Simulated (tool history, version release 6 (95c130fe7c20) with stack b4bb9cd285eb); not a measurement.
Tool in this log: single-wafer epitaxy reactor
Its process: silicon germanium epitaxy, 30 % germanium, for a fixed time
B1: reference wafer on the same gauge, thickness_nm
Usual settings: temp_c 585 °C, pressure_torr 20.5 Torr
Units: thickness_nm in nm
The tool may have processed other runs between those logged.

Run 1, day 0: usual settings; B1 42.514. Result: thickness_nm 43.983 nm.
Run 2, day 2.496: usual settings; B1 42.482. Result: thickness_nm 43.998 nm.
Run 3, day 11.092: usual settings but temp_c 594 °C; B1 42.493. Result: thickness_nm 51.225 nm.
Run 4, day 12.633: usual settings but temp_c 594 °C; B1 42.487. Result: thickness_nm 50.913 nm.
Run 5, day 15.1: usual settings but pressure_torr 22.3 Torr; B1 42.491. Result: thickness_nm 45.786 nm.
Run 6, day 18.762: usual settings but pressure_torr 22.3 Torr; B1 42.513. Result: thickness_nm 45.937 nm.
Run 7, day 23.204: usual settings but pressure_torr 22.3 Torr; B1 42.48. Result: thickness_nm 45.812 nm.
Run 8, day 27.621: usual settings; B1 42.503. Result: thickness_nm 45.628 nm.
Run 9, day 31.925: usual settings; B1 42.514. Result: thickness_nm 45.491 nm.
Run 10, day 33.904: usual settings; B1 42.477. Result: thickness_nm 45.305 nm.
Run 11, day 35.638: usual settings; B1 42.52. Result: thickness_nm 45.36 nm.
Run 12, day 39.421: usual settings but pressure_torr 19 Torr; B1 42.512. Result: thickness_nm 42.961 nm.
Run 13, day 43.379: usual settings but pressure_torr 19 Torr; B1 42.501. Result: thickness_nm 42.671 nm.
Run 14, day 46.875: usual settings; B1 42.512. Result: thickness_nm 44.381 nm.
Run 15, day 49.733: usual settings; B1 42.515. Result: thickness_nm 45.245 nm.
Run 16, day 51.683: usual settings but temp_c 590 °C, pressure_torr 17.5 Torr; B1 42.515. Result: thickness_nm 45.487 nm.
Run 17, day 53.346: usual settings; B1 42.524. Result: thickness_nm 45.026 nm.
Run 18, day 55.992: usual settings but temp_c 593 °C, pressure_torr 24.3 Torr; B1 42.495. Result: thickness_nm 55.867 nm.
Run 19, day 58.012: usual settings but temp_c 590 °C, pressure_torr 17.5 Torr; B1 42.481. Result: thickness_nm 44.992 nm.
Run 20, day 61.625: usual settings but temp_c 599 °C, pressure_torr 19.2 Torr; B1 42.499. Result: thickness_nm 54.49 nm.
Run 21, day 63.667: usual settings; B1 42.505. Result: thickness_nm 44.812 nm.
Run 22, day 72.433: usual settings but temp_c 595 °C; B1 42.492. Result: thickness_nm 52.592 nm.
Run 23, day 74.308: usual settings but temp_c 593 °C, pressure_torr 16.5 Torr; B1 42.523. Result: thickness_nm 45.189 nm.
Run 24, day 77.683: usual settings but temp_c 599 °C, pressure_torr 19.2 Torr; B1 42.537. Result: thickness_nm 53.938 nm.
Run 25, day 82.138: usual settings but pressure_torr 24.7 Torr; B1 42.537. Result: thickness_nm 48.219 nm.
Run 26, day 84.521: usual settings; B1 42.516. Result: thickness_nm 43.925 nm.
Run 27, day 86.508: usual settings but temp_c 597 °C, pressure_torr 25.1 Torr; B1 42.508. Result: thickness_nm 59.445 nm.
Run 28, day 90.442: usual settings but temp_c 570 °C; B1 42.514. Result: thickness_nm 34.058 nm.
Run 29, day 93.796: usual settings but temp_c 594 °C, pressure_torr 16.5 Torr; B1 42.518. Result: thickness_nm 45.593 nm.
Run 30, day 98.179: usual settings but temp_c 590 °C, pressure_torr 17 Torr; B1 42.506. Result: thickness_nm 43.641 nm.
Run 31, day 100.008: usual settings; B1 42.489. Result: thickness_nm 43.577 nm.
Run 32, day 102.867: usual settings; B1 42.486. Result: thickness_nm 45.695 nm.
Run 33, day 104.492: usual settings but pressure_torr 18.8 Torr; B1 42.504. Result: thickness_nm 43.682 nm.
Run 34, day 108.45: usual settings but temp_c 576 °C; B1 42.511. Result: thickness_nm 38.826 nm.
Run 35, day 115.417: usual settings but temp_c 572 °C; B1 42.501. Result: thickness_nm 36.124 nm.

Not shown here: 5 entries made in the log between runs. Locate each between two listed runs and compare the hidden state at the listed run before it with the hidden state at the listed run after it:
Between runs 6 and 7: gauge calibrated (day 18.792)
  wafer temperature above the value expected at the setpoint (K): -0.958 -> -1.05; true pressure above the setpoint (%): -8.86 -> -8.91
  measured less the result without the state, thickness_nm: -2.951 -> -3.038 nm
Between runs 7 and 8: capacitance manometer re-zeroed and calibrated (day 24.362)
  wafer temperature above the value expected at the setpoint (K): -1.05 -> -1.15; true pressure above the setpoint (%): -8.91 -> -1.12
  measured less the result without the state, thickness_nm: -3.038 -> -1.144 nm
Between runs 11 and 12: showerhead replaced (day 38.088)
  wafer temperature above the value expected at the setpoint (K): -1.32 -> -1.41; true pressure above the setpoint (%): -2.93 -> -3.62
  measured less the result without the state, thickness_nm: -1.7 -> -1.83 nm
Between runs 14 and 15: pyrometer calibrated (day 48.583)
  wafer temperature above the value expected at the setpoint (K): -1.57 -> -0.26; true pressure above the setpoint (%): -4.74 -> -5.1
  measured less the result without the state, thickness_nm: -2.288 -> -1.394 nm
Between runs 31 and 32: capacitance manometer re-zeroed and calibrated (day 102.579)
  wafer temperature above the value expected at the setpoint (K): -1.35 -> -1.41; true pressure above the setpoint (%): -7.93 -> 0.585
  measured less the result without the state, thickness_nm: -2.868 -> -0.955 nm
